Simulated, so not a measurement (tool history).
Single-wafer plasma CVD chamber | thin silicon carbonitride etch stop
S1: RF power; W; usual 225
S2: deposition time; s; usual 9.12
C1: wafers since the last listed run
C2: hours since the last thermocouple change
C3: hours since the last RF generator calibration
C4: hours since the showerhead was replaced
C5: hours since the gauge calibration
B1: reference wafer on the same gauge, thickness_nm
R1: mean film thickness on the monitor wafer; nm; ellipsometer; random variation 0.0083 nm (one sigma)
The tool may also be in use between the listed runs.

Run 1, hour 0.0: usual settings; C1 0; C2 2133.5; C3 2350.4; C4 3365.5; C5 189.4; B1 5.566. Result: R1 5.495 nm.
Run 2, hour 6.5: usual settings; C1 159; C2 2140.0; C3 2356.9; C4 3372.0; C5 195.9; B1 5.564. Result: R1 5.488 nm.
Run 3, hour 22.0: usual settings; C1 380; C2 2155.5; C3 2372.4; C4 3387.5; C5 211.4; B1 5.560. Result: R1 5.474 nm.
Run 4, hour 37.3: usual settings; C1 375; C2 2170.8; C3 2387.7; C4 3402.8; C5 226.7; B1 5.558. Result: R1 5.483 nm.
Run 5, hour 51.6: usual settings; C1 351; C2 2185.1; C3 2402.0; C4 3417.1; C5 241.0; B1 5.557. Result: R1 5.477 nm.
Run 6, hour 61.8: usual settings; C1 250; C2 2195.3; C3 2412.2; C4 3427.3; C5 251.2; B1 5.554. Result: R1 5.481 nm.
Run 7, hour 69.3: usual settings; C1 184; C2 2202.8; C3 2419.7; C4 3434.8; C5 258.7; B1 5.555. Result: R1 5.466 nm.
Run 8, hour 80.5: usual settings; C1 275; C2 2214.0; C3 2430.9; C4 3446.0; C5 269.9; B1 5.552. Result: R1 5.483 nm.
At hour 91.9: RF generator calibrated.
Run 9, hour 93.0: usual settings; C1 110; C2 2226.5; C3 1.1; C4 3458.5; C5 282.4; B1 5.553. Result: R1 5.479 nm.
Run 10, hour 109.3: usual settings; C1 400; C2 2242.8; C3 17.4; C4 3474.8; C5 298.7; B1 5.547. Result: R1 5.477 nm.
Run 11, hour 115.9: usual settings; C1 162; C2 2249.4; C3 24.0; C4 3481.4; C5 305.3; B1 5.548. Result: R1 5.478 nm.
Run 12, hour 125.6: usual settings but S1 200 W, S2 7.93 s; C1 238; C2 2259.1; C3 33.7; C4 3491.1; C5 315.0; B1 5.543. Result: R1 4.536 nm.
Run 13, hour 142.3: usual settings but S1 200 W, S2 7.93 s; C1 410; C2 2275.8; C3 50.4; C4 3507.8; C5 331.7; B1 5.542. Result: R1 4.542 nm.
Run 14, hour 150.9: usual settings but S1 205 W, S2 7.63 s; C1 211; C2 2284.4; C3 59.0; C4 3516.4; C5 340.3; B1 5.539. Result: R1 4.403 nm.
Run 15, hour 168.5: usual settings; C1 432; C2 2302.0; C3 76.6; C4 3534.0; C5 357.9; B1 5.538. Result: R1 5.463 nm.
Run 16, hour 177.5: usual settings but S1 265 W, S2 8.48 s; C1 221; C2 2311.0; C3 85.6; C4 3543.0; C5 366.9; B1 5.537. Result: R1 5.405 nm.

Forecast run 17:
At hour 185.8: gauge calibrated.
At hour 190.6: thermocouple changed; heater temperature recalibrated.
Run 17, hour 191.1: usual settings but S1 180 W, S2 10.21 s; C1 137; C2 0.5; C3 99.2; C4 3556.6; C5 5.3; B1 ?. Result: R1 ?.

Run 17 gave B1 5.587, R1 5.619 nm.
Without the tool's hidden state the same run would have given R1 5.621 nm.
